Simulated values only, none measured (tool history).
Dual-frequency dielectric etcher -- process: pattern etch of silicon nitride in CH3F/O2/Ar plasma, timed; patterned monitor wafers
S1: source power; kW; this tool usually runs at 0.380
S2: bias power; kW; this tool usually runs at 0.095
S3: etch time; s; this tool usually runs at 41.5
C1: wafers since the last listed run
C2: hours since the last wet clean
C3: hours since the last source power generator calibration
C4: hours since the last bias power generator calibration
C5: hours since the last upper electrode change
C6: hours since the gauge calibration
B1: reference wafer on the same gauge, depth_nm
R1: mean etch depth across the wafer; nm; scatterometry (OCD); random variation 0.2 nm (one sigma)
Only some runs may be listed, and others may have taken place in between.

run,hour,S1,S2,S3,C1,C2,C3,C4,C5,C6,B1,R1
1,0.0,0.380,0.095,34.5,0,139.8,216.2,175.8,4108.4,1381.0,26.49,26.08
2,91.6,0.380,0.095,41.5,1162,231.4,307.8,267.4,4200.0,1472.6,26.46,30.82
3,191.5,0.380,0.095,41.5,1267,331.3,407.7,367.3,4299.9,1572.5,26.54,30.83
4,244.8,0.380,0.095,41.5,676,384.6,461.0,420.6,4353.2,1625.8,26.47,29.98
5,292.5,0.380,0.095,41.5,605,432.3,508.7,468.3,4400.9,1673.5,26.42,30.02
# hour 320.7: wet clean of the chamber
6,349.2,0.380,0.095,41.5,414,28.5,565.4,525.0,4457.6,1730.2,26.50,31.34
7,544.5,0.380,0.095,41.5,2477,223.8,760.7,720.3,4652.9,1925.5,26.51,30.77
8,640.2,0.380,0.095,41.5,1214,319.5,856.4,816.0,4748.6,2021.2,26.51,30.54
9,680.1,0.380,0.113,41.5,506,359.4,896.3,855.9,4788.5,2061.1,26.54,32.39
10,760.1,0.380,0.113,41.5,1014,439.4,976.3,935.9,4868.5,2141.1,26.52,32.27
# hour 823.0: wet clean of the chamber
11,864.0,0.300,0.095,41.5,1013,41.0,1080.2,1039.8,4972.4,2245.0,26.44,29.73
# hour 1166.4: gauge calibrated
12,1167.4,0.300,0.095,41.5,3848,344.4,1383.6,1343.2,5275.8,1.0,26.51,28.95
# hour 1238.3: wet clean of the chamber
13,1257.4,0.300,0.095,41.5,837,19.1,1473.6,1433.2,5365.8,91.0,26.42,29.79
# hour 1294.2: upper electrode replaced
14,1332.6,0.440,0.095,30.5,649,94.3,1548.8,1508.4,38.4,166.2,26.51,23.93
15,1429.2,0.380,0.095,41.5,1225,190.9,1645.4,1605.0,135.0,262.8,26.52,30.71
16,1536.4,0.470,0.105,48.0,1359,298.1,1752.6,1712.2,242.2,370.0,26.46,38.79
# hour 1561.7: bias power generator calibrated
17,1630.6,0.380,0.095,41.5,1144,392.3,1846.8,68.9,336.4,464.2,26.54,30.38
18,1716.0,0.380,0.072,41.5,1083,477.7,1932.2,154.3,421.8,549.6,26.44,27.36
# hour 1761.0: wet clean of the chamber
# hour 1774.4: source power generator calibrated
19,1794.5,0.410,0.095,30.5,640,33.5,20.1,232.8,500.3,628.1,26.56,23.63
20,1868.1,0.380,0.095,41.5,933,107.1,93.7,306.4,573.9,701.7,26.53,31.43
21,1925.5,0.380,0.095,41.5,728,164.5,151.1,363.8,631.3,759.1,26.53,31.02
22,2033.1,0.480,0.077,33.0,1364,272.1,258.7,471.4,738.9,866.7,26.49,24.03
23,2134.5,0.480,0.111,41.5,1286,373.5,360.1,572.8,840.3,968.1,26.54,34.49
# hour 2246.4: wet clean of the chamber
24,2246.9,0.380,0.083,50.0,1121,0.5,472.5,685.2,952.7,1080.5,26.51,36.37
25,2314.7,0.470,0.113,36.0,860,68.3,540.3,753.0,1020.5,1148.3,26.52,30.72
26,2421.5,0.440,0.085,41.5,1354,175.1,647.1,859.8,1127.3,1255.1,26.55,31.10

What if the next run were any one of these 5? Each begins from the tool's condition after run 26:
A,2421.9,0.380,0.095,41.5,5,175.5,647.5,860.2,1127.7,1255.5,?,?
B,2421.9,0.410,0.077,46.5,5,175.5,647.5,860.2,1127.7,1255.5,?,?
C,2421.9,0.340,0.101,41.5,5,175.5,647.5,860.2,1127.7,1255.5,?,?
D,2421.9,0.380,0.095,38.0,5,175.5,647.5,860.2,1127.7,1255.5,?,?
E,2421.9,0.380,0.111,41.5,5,175.5,647.5,860.2,1127.7,1255.5,?,?

run,B1,R1
A,26.44,31.52
B,26.44,33.53
C,26.44,31.28
D,26.44,28.87
E,26.44,33.35
Had the tool no hidden state, the same runs would have come out as:
run,R1
A,31.99
B,34.02
C,31.74
D,29.29
E,33.84
